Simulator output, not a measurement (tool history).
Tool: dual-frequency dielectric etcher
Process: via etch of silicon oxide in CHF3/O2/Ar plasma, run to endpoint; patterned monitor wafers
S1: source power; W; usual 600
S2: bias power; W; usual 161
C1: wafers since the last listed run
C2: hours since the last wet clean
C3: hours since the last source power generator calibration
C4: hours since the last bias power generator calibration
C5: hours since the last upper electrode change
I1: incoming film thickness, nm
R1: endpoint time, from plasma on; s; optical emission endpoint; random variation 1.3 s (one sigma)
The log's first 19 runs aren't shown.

| run | hour | S1 | S2 | C1 | C2 | C3 | C4 | C5 | I1 | R1 |
|---|---|---|---|---|---|---|---|---|---|---|
| 20 | 965.0 | 670 | 128 | 264 | 395.2 | 924.3 | 369.0 | 717.0 | 687.1 | 336.0 |
| 21 | 1001.2 | 670 | 125 | 155 | 431.4 | 960.5 | 405.2 | 753.2 | 682.7 | 337.6 |
| 22 | 1040.9 | 550 | 161 | 170 | 471.1 | 1000.2 | 444.9 | 792.9 | 683.4 | 348.1 |
|  | 1104.8 | wet clean of the chamber |
| 23 | 1105.3 | 690 | 148 | 173 | 0.5 | 1064.6 | 509.3 | 857.3 | 690.5 | 320.5 |
| 24 | 1118.8 | 670 | 189 | 57 | 14.0 | 1078.1 | 522.8 | 870.8 | 685.3 | 296.7 |
| 25 | 1176.4 | 600 | 140 | 247 | 71.6 | 1135.7 | 580.4 | 928.4 | 684.8 | 350.8 |
| 26 | 1239.0 | 690 | 124 | 268 | 134.2 | 1198.3 | 643.0 | 991.0 | 693.4 | 340.9 |
| 27 | 1279.0 | 600 | 150 | 171 | 174.2 | 1238.3 | 683.0 | 1031.0 | 687.5 | 344.8 |
| 28 | 1327.6 | 690 | 151 | 208 | 222.8 | 1286.9 | 731.6 | 1079.6 | 686.1 | 315.0 |
| 29 | 1374.4 | 710 | 161 | 200 | 269.6 | 1333.7 | 778.4 | 1126.4 | 687.9 | 303.0 |
| 30 | 1420.8 | 600 | 161 | 199 | 316.0 | 1380.1 | 824.8 | 1172.8 | 682.1 | 331.7 |
| 31 | 1475.9 | 560 | 200 | 236 | 371.1 | 1435.2 | 879.9 | 1227.9 | 684.3 | 317.9 |
| 32 | 1501.2 | 520 | 141 | 108 | 396.4 | 1460.5 | 905.2 | 1253.2 | 683.6 | 381.5 |
|  | 1571.1 | wet clean of the chamber |
| 33 | 1571.6 | 600 | 141 | 199 | 0.5 | 1530.9 | 975.6 | 1323.6 | 688.3 | 357.9 |
| 34 | 1630.2 | 600 | 127 | 251 | 59.1 | 1589.5 | 1034.2 | 1382.2 | 676.7 | 365.0 |

5 ways to go on from here, each from the tool as it stands after run 34. What would each give?
| A | 1630.7 | 600 | 183 | 2 | 59.6 | 1590.0 | 1034.7 | 1382.7 | 685.5 | ? |
| B | 1630.7 | 540 | 183 | 2 | 59.6 | 1590.0 | 1034.7 | 1382.7 | 685.5 | ? |
| C | 1630.7 | 480 | 123 | 2 | 59.6 | 1590.0 | 1034.7 | 1382.7 | 685.5 | ? |
| D | 1630.7 | 750 | 161 | 2 | 59.6 | 1590.0 | 1034.7 | 1382.7 | 685.5 | ? |
| E | 1630.7 | 740 | 128 | 2 | 59.6 | 1590.0 | 1034.7 | 1382.7 | 685.5 | ? |

| run | R1 |
|---|---|
| A | 326.1 |
| B | 348.5 |
| C | 436.3 |
| D | 299.9 |
| E | 326.8 |
Without the tool's hidden state the same runs would have given:
| run | R1 |
|---|---|
| A | 322.4 |
| B | 344.5 |
| C | 431.2 |
| D | 296.4 |
| E | 323.0 |
